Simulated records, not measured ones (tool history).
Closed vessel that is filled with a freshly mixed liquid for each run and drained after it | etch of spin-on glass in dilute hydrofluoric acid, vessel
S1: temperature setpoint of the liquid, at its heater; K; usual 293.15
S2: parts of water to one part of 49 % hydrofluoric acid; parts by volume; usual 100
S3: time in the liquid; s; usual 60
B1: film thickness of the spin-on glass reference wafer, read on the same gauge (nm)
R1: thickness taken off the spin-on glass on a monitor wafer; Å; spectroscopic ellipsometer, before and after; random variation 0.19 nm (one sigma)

run,day,S1,S2,S3,B1,R1
1,0,296.15,80,60,80.01,327.7
2,2.992,293.15,100,60,79.99,230.5
# day 4.35: gauge calibrated
3,5.108,293.15,100,60,79.99,225.2
4,6.633,293.15,100,60,79.99,224.4
5,8.796,293.15,100,60,79.99,225.4
6,11.788,293.15,100,60,80.02,225.7
7,14.092,293.15,100,60,80,221.7
8,15.888,297.15,100,60,79.99,257.8
# day 16.304: hydrofluoric acid flow meter replaced
9,16.946,291.65,135,80,79.99,221.8
10,18.271,291.65,100,60,79.99,232.8
# day 20.829: gauge calibrated
11,21.154,293.15,100,60,80,250
# day 21.521: thermometer replaced
12,23.446,295.15,100,60,80,239.7
13,25.246,293.15,130,60,80.02,168.4
14,27.812,297.65,85,45,80,241.1
15,30.675,293.15,100,60,80.01,221.9

Some steps in R1 between neighbouring runs. How much of each would the tool show without its hidden state too (settings, what came in, random variation), and how much is left for the hidden state, with any gauge scatter that isn't in both results?
The hidden state here: liquid hotter than its thermometer reads (K); hydrofluoric acid flow below the setpoint (%); gauge reads high (%).
Run 1 -> 2: S1 296.15 -> 293.15, S2 80 -> 100. R1 -97.2 Å: hidden state +1.3, all else -98.5.
Run 8 -> 9: S1 297.15 -> 291.65, S2 100 -> 135, S3 60 -> 80, hydrofluoric acid flow meter replaced. R1 -36 Å: hidden state +28, all else -64.
